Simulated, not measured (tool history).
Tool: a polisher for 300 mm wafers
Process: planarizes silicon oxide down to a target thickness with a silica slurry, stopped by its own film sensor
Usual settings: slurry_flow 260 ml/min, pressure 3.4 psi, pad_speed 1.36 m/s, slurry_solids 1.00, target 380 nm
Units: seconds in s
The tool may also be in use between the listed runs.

| run | hour | slurry_flow | pressure | pad_speed | slurry_solids | target | incoming thickness of the incoming film, nm | seconds |
|---|---|---|---|---|---|---|---|---|
| 1 | 0.0 | 260 | 3.4 | 1.06 | 1.00 | 444 | 622.5 | 70.9 |
|  | 13.2 | worn pad replaced by a new one |
| 2 | 39.0 | 260 | 3.4 | 1.06 | 1.00 | 444 | 643.2 | 78.5 |
| 3 | 64.2 | 260 | 3.4 | 1.36 | 1.00 | 380 | 634.5 | 86.9 |
| 4 | 117.9 | 260 | 3.4 | 1.36 | 1.00 | 380 | 627.5 | 83.5 |
|  | 152.3 | head pressure recalibrated |
|  | 153.8 | slurry blender recalibrated |
| 5 | 173.8 | 260 | 3.4 | 1.36 | 1.00 | 380 | 620.0 | 73.9 |
| 6 | 243.1 | 260 | 3.4 | 1.36 | 1.00 | 380 | 633.1 | 80.7 |
|  | 261.9 | worn pad replaced by a new one |
|  | 274.8 | conditioning disc replaced and pad reconditioned |
| 7 | 275.3 | 260 | 3.4 | 1.36 | 1.00 | 380 | 639.7 | 85.5 |
| 8 | 318.6 | 260 | 3.4 | 1.36 | 1.15 | 331 | 628.7 | 90.3 |
| 9 | 390.3 | 260 | 3.4 | 1.36 | 1.15 | 331 | 625.1 | 87.9 |
|  | 394.7 | slurry blender recalibrated |
| 10 | 458.7 | 260 | 3.4 | 1.36 | 1.00 | 380 | 623.3 | 82.0 |
|  | 480.3 | head pressure recalibrated |
| 11 | 505.7 | 325 | 2.8 | 1.36 | 1.00 | 380 | 627.2 | 91.8 |
|  | 551.6 | worn pad replaced by a new one, of another model than before |
| 12 | 560.0 | 260 | 3.4 | 1.36 | 1.20 | 328 | 630.9 | 88.0 |
| 13 | 609.7 | 260 | 3.4 | 1.36 | 1.15 | 380 | 634.9 | 75.3 |
|  | 650.4 | slurry blender recalibrated |
| 14 | 678.7 | 260 | 3.4 | 1.36 | 0.90 | 465 | 630.5 | 57.0 |
|  | 680.4 | slurry nozzle cleaned |
| 15 | 741.2 | 325 | 3.4 | 1.04 | 1.00 | 332 | 627.3 | 107.6 |
| 16 | 777.4 | 225 | 3.7 | 1.36 | 1.15 | 461 | 632.6 | 48.6 |
|  | 799.5 | conditioning disc replaced and pad reconditioned |
|  | 834.8 | worn pad replaced by a new one |
| 17 | 835.7 | 260 | 3.4 | 1.36 | 1.00 | 380 | 631.4 | 83.2 |
|  | 840.8 | head pressure recalibrated |
|  | 868.4 | slurry blender recalibrated |
| 18 | 879.5 | 260 | 3.4 | 1.36 | 1.15 | 331 | 635.9 | 87.2 |
| 19 | 943.1 | 260 | 3.4 | 1.22 | 1.00 | 380 | 619.4 | 80.8 |
|  | 1090.7 | slurry blender recalibrated |
|  | 1094.0 | worn pad replaced by a new one |
| 20 | 1096.9 | 260 | 2.3 | 1.82 | 1.00 | 380 | 618.8 | 84.6 |
|  | 1111.7 | head pressure recalibrated |
| 21 | 1168.8 | 260 | 4.6 | 0.94 | 1.00 | 420 | 640.1 | 68.4 |
| 22 | 1229.8 | 260 | 3.4 | 1.10 | 1.00 | 380 | 631.8 | 88.4 |
| 23 | 1266.6 | 260 | 3.4 | 1.36 | 1.00 | 380 | 629.0 | 80.7 |

The tool's hidden state at each run:
removal rate lost through wear of the pad, %: 0 in every run
slurry flow missing at the pad, %: 0 in every run
abrasive missing from the slurry, %: 0 in every run
time polished since the conditioner stopped cutting, s: 0 in every run
H1: deviation of the head's pressure from its setpoint, %
| run | H1 |
|---|---|
| 1 | -6.1 |
| 2 | -6.54 |
| 3 | -6.76 |
| 4 | -7.07 |
| 5 | -0.862 |
| 6 | -3.8 |
| 7 | -4.64 |
| 8 | -5.42 |
| 9 | -6.19 |
| 10 | -6.57 |
| 11 | -2.13 |
| 12 | -4.49 |
| 13 | -5.82 |
| 14 | -6.87 |
| 15 | -7.39 |
| 16 | -7.57 |
| 17 | -7.77 |
| 18 | -2.54 |
| 19 | -4.89 |
| 20 | -7.08 |
| 21 | -3.14 |
| 22 | -5.06 |
| 23 | -5.78 |
